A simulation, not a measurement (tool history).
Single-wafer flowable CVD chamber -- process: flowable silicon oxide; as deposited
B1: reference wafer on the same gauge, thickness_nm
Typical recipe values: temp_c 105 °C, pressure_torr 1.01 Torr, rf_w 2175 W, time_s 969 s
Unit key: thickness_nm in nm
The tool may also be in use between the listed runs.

run 1 day=0 | temp_c=105 pressure_torr=1.01 rf_w=2175 time_s=856 | B1=805.34 | thickness_nm=672.208
run 2 day=1.138 | temp_c=105 pressure_torr=1.01 rf_w=2175 time_s=856 | B1=805.43 | thickness_nm=673.279
run 3 day=7.308 | temp_c=105 pressure_torr=0.96 rf_w=2175 time_s=914 | B1=806.104 | thickness_nm=681.595
run 4 day=8.642 | temp_c=105 pressure_torr=0.96 rf_w=2175 time_s=914 | B1=805.543 | thickness_nm=680.948
run 5 day=11.05 | temp_c=105 pressure_torr=0.96 rf_w=2175 time_s=914 | B1=805.645 | thickness_nm=684.503
run 6 day=12.158 | temp_c=105 pressure_torr=1.01 rf_w=1870 time_s=969 | B1=805.899 | thickness_nm=752.356
run 7 day=14.658 | temp_c=105 pressure_torr=1.01 rf_w=2175 time_s=969 | B1=806.508 | thickness_nm=761.628
run 8 day=16.821 | temp_c=105 pressure_torr=0.86 rf_w=2590 time_s=1091 | B1=805.948 | thickness_nm=740.282
run 9 day=19.529 | temp_c=119 pressure_torr=0.84 rf_w=2175 time_s=1090 | B1=805.939 | thickness_nm=433.138
run 10 day=20.788 | temp_c=105 pressure_torr=0.85 rf_w=2175 time_s=969 | B1=806.479 | thickness_nm=643.3
run 11 day=23.129 | temp_c=105 pressure_torr=1.01 rf_w=2175 time_s=969 | B1=806.114 | thickness_nm=760.278
-- day=25.033 RF generator calibrated
run 12 day=25.338 | temp_c=105 pressure_torr=1.01 rf_w=2175 time_s=825 | B1=805.403 | thickness_nm=647.222
-- day=31.238 thermocouple changed; heater temperature recalibrated
run 13 day=32.638 | temp_c=105 pressure_torr=1.01 rf_w=2175 time_s=969 | B1=805.605 | thickness_nm=761.887
-- day=33.692 capacitance manometer re-zeroed and calibrated
-- day=34.958 gauge calibrated
run 14 day=35.004 | temp_c=105 pressure_torr=1.18 rf_w=2315 time_s=811 | B1=806.392 | thickness_nm=741.188
run 15 day=36.617 | temp_c=105 pressure_torr=1.24 rf_w=2175 time_s=969 | B1=805.592 | thickness_nm=922.016
run 16 day=38.288 | temp_c=105 pressure_torr=1.01 rf_w=2175 time_s=969 | B1=805.277 | thickness_nm=763.104
run 17 day=40.708 | temp_c=105 pressure_torr=0.87 rf_w=2495 time_s=1035 | B1=805.881 | thickness_nm=709.509
run 18 day=43.258 | temp_c=114 pressure_torr=1.01 rf_w=2175 time_s=969 | B1=806.211 | thickness_nm=548.323
-- day=45.367 showerhead replaced
run 19 day=46.146 | temp_c=105 pressure_torr=1.01 rf_w=2175 time_s=969 | B1=805.649 | thickness_nm=760.557
run 20 day=49.075 | temp_c=120 pressure_torr=1.01 rf_w=2175 time_s=969 | B1=806.386 | thickness_nm=448.527
run 21 day=50.229 | temp_c=105 pressure_torr=0.87 rf_w=2175 time_s=969 | B1=806.066 | thickness_nm=655.439
run 22 day=53.108 | temp_c=105 pressure_torr=1.01 rf_w=2175 time_s=969 | B1=805.736 | thickness_nm=758.402
run 23 day=54.138 | temp_c=105 pressure_torr=1.17 rf_w=2535 time_s=1163 | B1=806.376 | thickness_nm=1061.206
run 24 day=56.096 | temp_c=94 pressure_torr=1.01 rf_w=2175 time_s=969 | B1=805.553 | thickness_nm=1158.709
run 25 day=59.083 | temp_c=112 pressure_torr=1.11 rf_w=2175 time_s=1026 | B1=806.062 | thickness_nm=681.221
run 26 day=60.675 | temp_c=119 pressure_torr=1.08 rf_w=2175 time_s=1116 | B1=805.789 | thickness_nm=567.797
-- day=61.829 RF generator calibrated
run 27 day=62.196 | temp_c=105 pressure_torr=1.01 rf_w=2175 time_s=790 | B1=805.694 | thickness_nm=623.377
run 28 day=64.804 | temp_c=95 pressure_torr=0.79 rf_w=2315 time_s=1117 | B1=806.666 | thickness_nm=1012.77
run 29 day=67.283 | temp_c=105 pressure_torr=1.01 rf_w=2175 time_s=969 | B1=806.569 | thickness_nm=760.572

Forecast each of these 3 alternatives for the next run:
run A day=67.312 | temp_c=105 pressure_torr=1.01 rf_w=2175 time_s=969 | B1=? | thickness_nm=?
run B day=67.312 | temp_c=95 pressure_torr=0.93 rf_w=2175 time_s=969 | B1=? | thickness_nm=?
run C day=67.312 | temp_c=111 pressure_torr=1.01 rf_w=2175 time_s=1114 | B1=? | thickness_nm=?

run=A B1=805.963 thickness_nm=761.379
run=B B1=805.963 thickness_nm=1024.672
run=C B1=805.963 thickness_nm=700.813
The same runs, with their run-to-run variation unchanged, on a tool lacking any hidden condition would have given:
run=A thickness_nm=761.379
run=B thickness_nm=1024.672
run=C thickness_nm=700.813

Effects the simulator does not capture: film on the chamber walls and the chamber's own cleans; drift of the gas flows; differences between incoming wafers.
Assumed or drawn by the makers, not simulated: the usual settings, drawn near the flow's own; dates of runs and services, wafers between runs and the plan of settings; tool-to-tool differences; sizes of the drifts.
